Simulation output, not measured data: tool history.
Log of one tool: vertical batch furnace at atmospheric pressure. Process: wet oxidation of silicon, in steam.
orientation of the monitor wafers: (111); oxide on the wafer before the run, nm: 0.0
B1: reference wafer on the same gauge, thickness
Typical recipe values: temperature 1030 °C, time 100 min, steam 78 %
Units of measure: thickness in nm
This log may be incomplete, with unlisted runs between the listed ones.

Run 1, hour 0: usual settings; B1 720.46. Result: thickness 705.78 nm.
Run 2, hour 11.3: usual settings; B1 719.28. Result: thickness 705.38 nm.
Run 3, hour 31.1: usual settings; B1 719.87. Result: thickness 696.66 nm.
Run 4, hour 48.2: usual settings but time 114.5 min, steam 74 %; B1 720.24. Result: thickness 735.21 nm.
Run 5, hour 76.5: usual settings but time 114.5 min, steam 74 %; B1 722.65. Result: thickness 734.87 nm.
Run 6, hour 98.6: usual settings but time 114.5 min, steam 74 %; B1 722.45. Result: thickness 737.19 nm.
Run 7, hour 107.9: usual settings; B1 720.53. Result: thickness 709.23 nm.
Run 8, hour 117.6: usual settings; B1 720.73. Result: thickness 706.97 nm.
Run 9, hour 136.7: usual settings; B1 720.07. Result: thickness 703.73 nm.
Run 10, hour 157.5: usual settings; B1 719.95. Result: thickness 707.28 nm.
At hour 182.7: gauge calibrated.
At hour 187.8: thermocouples replaced and temperature profile calibrated.
Run 11, hour 188.3: usual settings; B1 720.19. Result: thickness 707.16 nm.
Run 12, hour 197.1: usual settings; B1 720.78. Result: thickness 701.92 nm.
Run 13, hour 209.5: usual settings; B1 720.18. Result: thickness 706.86 nm.
Run 14, hour 224.2: usual settings; B1 721.17. Result: thickness 703.97 nm.
Run 15, hour 237.7: usual settings; B1 721.35. Result: thickness 704.03 nm.
Run 16, hour 254.7: usual settings but temperature 1016 °C, steam 68 %; B1 719.56. Result: thickness 604.17 nm.
At hour 299.7: steam generator serviced.
Run 17, hour 300.2: usual settings but time 125 min; B1 722.37. Result: thickness 800.02 nm.
Run 18, hour 306.9: usual settings; B1 723.54. Result: thickness 706.52 nm.
Run 19, hour 317.8: usual settings but temperature 1039 °C, time 66 min, steam 86 %; B1 721.74. Result: thickness 614.66 nm.
Run 20, hour 329.8: usual settings; B1 720.79. Result: thickness 704.34 nm.
Run 21, hour 339.7: usual settings but temperature 1023 °C, time 140 min; B1 722.46. Result: thickness 828.37 nm.
Run 22, hour 353.8: usual settings but temperature 1015 °C, time 137 min, steam 70 %; B1 723.03. Result: thickness 733.19 nm.
Run 23, hour 363.3: usual settings but temperature 1015 °C, time 137 min, steam 70 %; B1 722.27. Result: thickness 737.19 nm.
Run 24, hour 383.8: usual settings but steam 84 %; B1 721.76. Result: thickness 735.16 nm.
Run 25, hour 395.1: usual settings; B1 721.37. Result: thickness 705.11 nm.
Run 26, hour 409.3: usual settings but temperature 1021 °C, time 70.5 min, steam 66 %; B1 721.54. Result: thickness 498.41 nm.
Run 27, hour 420.5: usual settings but temperature 1046 °C, time 134.5 min, steam 82 %; B1 720.7. Result: thickness 910.93 nm.
Run 28, hour 437.2: usual settings but temperature 1042 °C, time 118.5 min, steam 85 %; B1 720.67. Result: thickness 861.93 nm.
Run 29, hour 452.9: usual settings but temperature 1010 °C, time 52.5 min, steam 69 %; B1 719.9. Result: thickness 403.26 nm.
Run 30, hour 462.6: usual settings but time 149.5 min; B1 719.98. Result: thickness 884.55 nm.
Run 31, hour 470.7: usual settings but temperature 1011 °C, time 128.5 min, steam 84 %; B1 720.16. Result: thickness 778.27 nm.

3 options for the next run, each taken on its own from the tool as it stands now. Forecast them:
Run A, hour 476.4: usual settings but time 58 min; B1 ?. Result: thickness ?.
Run B, hour 476.4: usual settings but temperature 1013 °C; B1 ?. Result: thickness ?.
Run C, hour 476.4: usual settings but temperature 1048 °C, time 136 min, steam 68 %; B1 ?. Result: thickness ?.

run      B1  thickness
  A  722.29        514
  B  722.29      652.2
  C  722.29     834.66
Without the tool's unlogged condition, the same runs would have read:
run  thickness
  A        514
  B      652.2
  C     834.66
